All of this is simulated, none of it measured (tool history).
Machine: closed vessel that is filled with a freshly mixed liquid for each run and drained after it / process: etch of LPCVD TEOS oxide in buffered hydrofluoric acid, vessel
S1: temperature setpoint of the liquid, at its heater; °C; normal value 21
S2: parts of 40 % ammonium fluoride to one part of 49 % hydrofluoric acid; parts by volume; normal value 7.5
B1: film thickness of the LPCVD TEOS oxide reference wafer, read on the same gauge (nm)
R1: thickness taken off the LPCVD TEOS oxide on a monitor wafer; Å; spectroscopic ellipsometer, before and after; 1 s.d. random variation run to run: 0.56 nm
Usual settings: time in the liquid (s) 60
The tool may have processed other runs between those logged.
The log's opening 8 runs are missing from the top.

Run 9, hour 658.4: usual settings but S1 24 °C; B1 140.02. Result: R1 1793 Å.
Run 10, hour 702.8: usual settings; B1 140.01. Result: R1 1517.4 Å.
Run 11, hour 799.9: usual settings; B1 139.98. Result: R1 1518.9 Å.
Run 12, hour 893.4: usual settings; B1 140.03. Result: R1 1521.2 Å.
Run 13, hour 947.5: usual settings; B1 140. Result: R1 1520.1 Å.
Run 14, hour 1027.5: usual settings; B1 140.02. Result: R1 1521.3 Å.
Run 15, hour 1085.3: usual settings; B1 140.01. Result: R1 1515.6 Å.
Run 16, hour 1145.5: usual settings but S1 23 °C; B1 139.99. Result: R1 1691.6 Å.
At hour 1178.4: thermometer replaced.
Run 17, hour 1246.5: usual settings; B1 140.01. Result: R1 1566.8 Å.
Run 18, hour 1294.8: usual settings but S1 17 °C; B1 140. Result: R1 1240.5 Å.
Run 19, hour 1331.5: usual settings but S1 18.5 °C, S2 6 parts by volume, time in the liquid (s) 30; B1 140. Result: R1 831.4 Å.
Run 20, hour 1379.6: usual settings but time in the liquid (s) 45; B1 140.01. Result: R1 1163.1 Å.
At hour 1408.9: gauge calibrated.
Run 21, hour 1459.8: usual settings but S2 10.5 parts by volume, time in the liquid (s) 75; B1 140.01. Result: R1 1432.9 Å.
Run 22, hour 1502.1: usual settings; B1 139.98. Result: R1 1561.7 Å.
Run 23, hour 1603.4: usual settings; B1 139.99. Result: R1 1569.2 Å.
Run 24, hour 1774.8: usual settings but S1 24.5 °C, S2 8.5 parts by volume, time in the liquid (s) 30; B1 140. Result: R1 825 Å.
Run 25, hour 1833.4: usual settings but S1 17 °C, S2 9 parts by volume; B1 140. Result: R1 1024.5 Å.
At hour 1863.3: hydrofluoric acid flow meter replaced.
Run 26, hour 1877: usual settings but S2 5.5 parts by volume, time in the liquid (s) 30; B1 139.99. Result: R1 1004.3 Å.
Run 27, hour 1971: usual settings but S2 5 parts by volume, time in the liquid (s) 70; B1 139.98. Result: R1 2551.5 Å.
Run 28, hour 2061.4: usual settings; B1 140. Result: R1 1524.4 Å.
Run 29, hour 2124: usual settings but time in the liquid (s) 85; B1 139.97. Result: R1 2157.7 Å.
Run 30, hour 2212.9: usual settings but S1 19 °C, S2 10.5 parts by volume, time in the liquid (s) 85; B1 139.97. Result: R1 1415 Å.
Run 31, hour 2268.4: usual settings; B1 140.01. Result: R1 1523.5 Å.
Run 32, hour 2305.8: usual settings but S1 18 °C, S2 5 parts by volume, time in the liquid (s) 30; B1 140. Result: R1 924.4 Å.
Run 33, hour 2347.4: usual settings; B1 139.96. Result: R1 1524.2 Å.

3 options for the next run, each taken on its own from the tool as it stands now. Forecast them:
Run A, hour 2348.1: usual settings; B1 ?. Result: R1 ?.
Run B, hour 2348.1: usual settings but S2 8.5 parts by volume; B1 ?. Result: R1 ?.
Run C, hour 2348.1: usual settings but S2 6 parts by volume; B1 ?. Result: R1 ?.

run   B1      R1
  A  140  1523.1
  B  140    1330
  C  140  1872.4
Stripped of hidden state, with their random variation kept, the same runs would have yielded:
run      R1
  A  1531.1
  B    1337
  C  1885.5

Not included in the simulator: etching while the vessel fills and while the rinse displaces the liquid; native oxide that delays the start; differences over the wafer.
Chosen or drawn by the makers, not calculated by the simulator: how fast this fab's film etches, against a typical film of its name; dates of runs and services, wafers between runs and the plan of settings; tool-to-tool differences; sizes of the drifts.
